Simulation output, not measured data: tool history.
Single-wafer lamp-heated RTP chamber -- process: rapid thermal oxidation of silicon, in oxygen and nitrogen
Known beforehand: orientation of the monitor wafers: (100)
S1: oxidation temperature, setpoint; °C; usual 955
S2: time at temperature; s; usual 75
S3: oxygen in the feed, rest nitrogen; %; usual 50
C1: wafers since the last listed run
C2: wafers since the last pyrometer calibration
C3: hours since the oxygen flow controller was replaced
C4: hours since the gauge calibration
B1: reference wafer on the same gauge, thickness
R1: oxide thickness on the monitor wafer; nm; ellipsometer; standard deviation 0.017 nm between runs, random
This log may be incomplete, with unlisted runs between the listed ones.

run 1 hour=0 | S1=955 S2=75 S3=50 | C1=0 C2=2372 C3=4433.2 C4=248.9 | B1=3.763 | R1=3.653
run 2 hour=11.4 | S1=955 S2=75 S3=64 | C1=128 C2=2500 C3=4444.6 C4=260.3 | B1=3.759 | R1=3.939
run 3 hour=24.9 | S1=955 S2=75 S3=64 | C1=151 C2=2652 C3=4458.1 C4=273.8 | B1=3.76 | R1=3.974
run 4 hour=36 | S1=955 S2=75 S3=64 | C1=124 C2=2777 C3=4469.2 C4=284.9 | B1=3.76 | R1=3.949
run 5 hour=51.1 | S1=955 S2=75 S3=50 | C1=169 C2=2947 C3=4484.3 C4=300 | B1=3.761 | R1=3.663
run 6 hour=63.2 | S1=955 S2=75 S3=50 | C1=136 C2=3083 C3=4496.4 C4=312.1 | B1=3.761 | R1=3.666
run 7 hour=72.1 | S1=955 S2=75 S3=50 | C1=100 C2=3183 C3=4505.3 C4=321 | B1=3.759 | R1=3.697
run 8 hour=84.2 | S1=955 S2=75 S3=50 | C1=136 C2=3320 C3=4517.4 C4=333.1 | B1=3.76 | R1=3.672
run 9 hour=92.5 | S1=955 S2=75 S3=50 | C1=93 C2=3413 C3=4525.7 C4=341.4 | B1=3.759 | R1=3.697
run 10 hour=101.5 | S1=955 S2=75 S3=50 | C1=101 C2=3514 C3=4534.7 C4=350.4 | B1=3.757 | R1=3.737
run 11 hour=118 | S1=944 S2=75 S3=57 | C1=185 C2=3700 C3=4551.2 C4=366.9 | B1=3.762 | R1=3.587
run 12 hour=126.6 | S1=955 S2=75 S3=50 | C1=96 C2=3797 C3=4559.8 C4=375.5 | B1=3.762 | R1=3.72
run 13 hour=144.2 | S1=955 S2=75 S3=50 | C1=198 C2=3995 C3=4577.4 C4=393.1 | B1=3.763 | R1=3.731
-- hour=150.5 gauge calibrated
run 14 hour=154.2 | S1=949 S2=75 S3=50 | C1=112 C2=4107 C3=4587.4 C4=3.7 | B1=3.757 | R1=3.592
run 15 hour=168.5 | S1=949 S2=75 S3=50 | C1=160 C2=4268 C3=4601.7 C4=18 | B1=3.761 | R1=3.607
run 16 hour=176.3 | S1=949 S2=75 S3=50 | C1=87 C2=4356 C3=4609.5 C4=25.8 | B1=3.764 | R1=3.591
run 17 hour=210.4 | S1=979 S2=75 S3=50 | C1=383 C2=4740 C3=4643.6 C4=59.9 | B1=3.763 | R1=4.493
run 18 hour=225.5 | S1=942 S2=89 S3=26 | C1=169 C2=4909 C3=4658.7 C4=75 | B1=3.76 | R1=3.136
run 19 hour=238.2 | S1=942 S2=89 S3=26 | C1=142 C2=5052 C3=4671.4 C4=87.7 | B1=3.76 | R1=3.148
run 20 hour=245.3 | S1=955 S2=75 S3=50 | C1=79 C2=5132 C3=4678.5 C4=94.8 | B1=3.762 | R1=3.848
-- hour=254.8 pyrometer window cleaned and pyrometer calibrated
run 21 hour=262.7 | S1=932 S2=104 S3=38 | C1=105 C2=88 C3=4695.9 C4=112.2 | B1=3.761 | R1=3.29
run 22 hour=269.2 | S1=934 S2=84 S3=50 | C1=73 C2=161 C3=4702.4 C4=118.7 | B1=3.759 | R1=3.269
run 23 hour=276.6 | S1=932 S2=51 S3=41 | C1=83 C2=244 C3=4709.8 C4=126.1 | B1=3.763 | R1=2.707
run 24 hour=292.1 | S1=935 S2=48 S3=72 | C1=174 C2=419 C3=4725.3 C4=141.6 | B1=3.76 | R1=2.991
run 25 hour=306.8 | S1=955 S2=42 S3=50 | C1=165 C2=584 C3=4740 C4=156.3 | B1=3.757 | R1=2.938
run 26 hour=321 | S1=979 S2=75 S3=50 | C1=159 C2=744 C3=4754.2 C4=170.5 | B1=3.759 | R1=4.28
-- hour=332.5 oxygen flow controller replaced
run 27 hour=333 | S1=955 S2=105 S3=73 | C1=45 C2=789 C3=0.5 C4=182.5 | B1=3.759 | R1=4.689
run 28 hour=339.5 | S1=955 S2=75 S3=50 | C1=73 C2=862 C3=7 C4=189 | B1=3.756 | R1=3.658
run 29 hour=352.4 | S1=967 S2=98 S3=50 | C1=145 C2=1007 C3=19.9 C4=201.9 | B1=3.757 | R1=4.365
run 30 hour=368 | S1=955 S2=75 S3=50 | C1=175 C2=1183 C3=35.5 C4=217.5 | B1=3.759 | R1=3.646
run 31 hour=385.4 | S1=970 S2=97 S3=50 | C1=195 C2=1379 C3=52.9 C4=234.9 | B1=3.763 | R1=4.493
run 32 hour=396.4 | S1=955 S2=75 S3=50 | C1=123 C2=1502 C3=63.9 C4=245.9 | B1=3.761 | R1=3.631
run 33 hour=405.4 | S1=955 S2=75 S3=20 | C1=101 C2=1604 C3=72.9 C4=254.9 | B1=3.759 | R1=2.905
run 34 hour=414.8 | S1=955 S2=95 S3=50 | C1=105 C2=1709 C3=82.3 C4=264.3 | B1=3.76 | R1=3.974
run 35 hour=422.1 | S1=938 S2=75 S3=50 | C1=82 C2=1792 C3=89.6 C4=271.6 | B1=3.758 | R1=3.293

Run-by-run hidden state of the tool:
deviation of the oxygen flow from its setpoint, %: 0 at every run
gauge reads high (%): 0 at every run
H1: true wafer temperature minus pyrometer reading, K
run=1 H1=2.81
run=2 H1=3.07
run=3 H1=3.4
run=4 H1=3.68
run=5 H1=4.09
run=6 H1=4.43
run=7 H1=4.7
run=8 H1=5.07
run=9 H1=5.33
run=10 H1=5.63
run=11 H1=6.19
run=12 H1=6.49
run=13 H1=7.14
run=14 H1=7.52
run=15 H1=8.08
run=16 H1=8.4
run=17 H1=9.86
run=18 H1=10.6
run=19 H1=11.1
run=20 H1=11.5
run=21 H1=1.88
run=22 H1=1.89
run=23 H1=1.9
run=24 H1=1.95
run=25 H1=2.02
run=26 H1=2.11
run=27 H1=2.2
run=28 H1=2.26
run=29 H1=2.38
run=30 H1=2.56
run=31 H1=2.78
run=32 H1=2.94
run=33 H1=3.08
run=34 H1=3.23
run=35 H1=3.36

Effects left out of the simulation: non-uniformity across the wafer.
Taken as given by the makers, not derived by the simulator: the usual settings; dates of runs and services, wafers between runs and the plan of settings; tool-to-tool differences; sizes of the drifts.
